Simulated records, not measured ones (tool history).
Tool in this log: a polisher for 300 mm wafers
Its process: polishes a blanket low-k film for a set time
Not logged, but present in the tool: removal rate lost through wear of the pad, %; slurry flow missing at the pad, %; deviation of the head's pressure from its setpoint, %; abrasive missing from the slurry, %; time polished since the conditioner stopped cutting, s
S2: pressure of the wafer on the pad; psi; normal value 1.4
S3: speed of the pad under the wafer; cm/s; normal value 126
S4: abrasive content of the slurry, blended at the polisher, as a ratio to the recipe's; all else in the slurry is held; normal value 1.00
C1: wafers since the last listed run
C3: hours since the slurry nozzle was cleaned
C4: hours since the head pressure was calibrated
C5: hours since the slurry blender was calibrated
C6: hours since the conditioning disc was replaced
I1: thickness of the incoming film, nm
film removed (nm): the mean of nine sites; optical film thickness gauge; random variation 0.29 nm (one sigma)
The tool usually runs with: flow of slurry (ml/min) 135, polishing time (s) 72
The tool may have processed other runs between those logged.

run 1 day=0.000 | flow_of_slurry_(ml/min)=135 S2=1.4 S3=126 S4=1.10 polishing_time_(s)=72 | C1=0 wafers_polished_on_this_pad=845 C3=851.4 C4=173.1 C5=22.3 C6=204.9 | I1=728.9 | film_removed_(nm)=22.5
-- day=0.400 slurry nozzle cleaned
run 2 day=0.979 | flow_of_slurry_(ml/min)=165 S2=1.6 S3=126 S4=1.00 polishing_time_(s)=72 | C1=155 wafers_polished_on_this_pad=1001 C3=13.9 C4=196.6 C5=45.8 C6=228.4 | I1=730.4 | film_removed_(nm)=27.4
run 3 day=2.058 | flow_of_slurry_(ml/min)=135 S2=1.4 S3=126 S4=1.00 polishing_time_(s)=72 | C1=179 wafers_polished_on_this_pad=1180 C3=39.8 C4=222.5 C5=71.7 C6=254.3 | I1=728.8 | film_removed_(nm)=23.2
run 4 day=3.475 | flow_of_slurry_(ml/min)=135 S2=1.6 S3=126 S4=1.10 polishing_time_(s)=72 | C1=235 wafers_polished_on_this_pad=1416 C3=73.8 C4=256.5 C5=105.7 C6=288.3 | I1=729.2 | film_removed_(nm)=27.4
run 5 day=4.267 | flow_of_slurry_(ml/min)=135 S2=1.6 S3=126 S4=0.85 polishing_time_(s)=89 | C1=131 wafers_polished_on_this_pad=1547 C3=92.8 C4=275.5 C5=124.7 C6=307.3 | I1=731.7 | film_removed_(nm)=29.6
-- day=5.004 worn pad replaced by a new one
run 6 day=5.746 | flow_of_slurry_(ml/min)=135 S2=1.8 S3=162 S4=1.25 polishing_time_(s)=55 | C1=217 wafers_polished_on_this_pad=123 C3=128.3 C4=311.0 C5=160.2 C6=342.8 | I1=738.6 | film_removed_(nm)=27.9
run 7 day=6.392 | flow_of_slurry_(ml/min)=160 S2=1.4 S3=158 S4=1.10 polishing_time_(s)=57 | C1=107 wafers_polished_on_this_pad=230 C3=143.8 C4=326.5 C5=175.7 C6=358.3 | I1=734.5 | film_removed_(nm)=22.0
run 8 day=7.721 | flow_of_slurry_(ml/min)=135 S2=1.3 S3=104 S4=1.30 polishing_time_(s)=55 | C1=220 wafers_polished_on_this_pad=451 C3=175.7 C4=358.4 C5=207.6 C6=390.2 | I1=738.7 | film_removed_(nm)=17.3
-- day=8.088 conditioning disc replaced and pad reconditioned
run 9 day=8.300 | flow_of_slurry_(ml/min)=135 S2=1.4 S3=126 S4=1.00 polishing_time_(s)=72 | C1=82 wafers_polished_on_this_pad=533 C3=189.6 C4=372.3 C5=221.5 C6=5.1 | I1=730.0 | film_removed_(nm)=25.4
run 10 day=9.142 | flow_of_slurry_(ml/min)=135 S2=1.4 S3=126 S4=1.00 polishing_time_(s)=85 | C1=139 wafers_polished_on_this_pad=673 C3=209.8 C4=392.5 C5=241.7 C6=25.3 | I1=730.2 | film_removed_(nm)=29.2
run 11 day=10.450 | flow_of_slurry_(ml/min)=135 S2=1.4 S3=106 S4=1.00 polishing_time_(s)=72 | C1=217 wafers_polished_on_this_pad=890 C3=241.2 C4=423.9 C5=273.1 C6=56.7 | I1=723.5 | film_removed_(nm)=22.5
-- day=11.075 slurry blender recalibrated
run 12 day=11.179 | flow_of_slurry_(ml/min)=135 S2=1.3 S3=126 S4=1.00 polishing_time_(s)=82 | C1=107 wafers_polished_on_this_pad=997 C3=258.7 C4=441.4 C5=2.5 C6=74.2 | I1=732.8 | film_removed_(nm)=25.4
run 13 day=12.379 | flow_of_slurry_(ml/min)=135 S2=1.9 S3=126 S4=1.00 polishing_time_(s)=94 | C1=199 wafers_polished_on_this_pad=1197 C3=287.5 C4=470.2 C5=31.3 C6=103.0 | I1=724.6 | film_removed_(nm)=42.1
run 14 day=13.412 | flow_of_slurry_(ml/min)=155 S2=1.4 S3=100 S4=0.90 polishing_time_(s)=60 | C1=171 wafers_polished_on_this_pad=1368 C3=312.3 C4=495.0 C5=56.1 C6=127.8 | I1=719.2 | film_removed_(nm)=17.0
run 15 day=14.092 | flow_of_slurry_(ml/min)=135 S2=1.2 S3=126 S4=0.85 polishing_time_(s)=72 | C1=112 wafers_polished_on_this_pad=1481 C3=328.6 C4=511.3 C5=72.4 C6=144.1 | I1=723.1 | film_removed_(nm)=18.1
run 16 day=15.233 | flow_of_slurry_(ml/min)=110 S2=1.4 S3=126 S4=0.85 polishing_time_(s)=58 | C1=189 wafers_polished_on_this_pad=1671 C3=356.0 C4=538.7 C5=99.8 C6=171.5 | I1=734.7 | film_removed_(nm)=15.9

What does the tool deliver on the next run?
run 17 day=16.600 | flow_of_slurry_(ml/min)=135 S2=1.6 S3=126 S4=0.85 polishing_time_(s)=72 | C1=226 wafers_polished_on_this_pad=1898 C3=388.8 C4=571.5 C5=132.6 C6=204.3 | I1=727.1 | film_removed_(nm)=?

For run 17 the tool returned film removed (nm) 23.8.
Were there no unlogged condition in the tool, this run, its random variation unchanged, would have produced film removed (nm) 27.1.
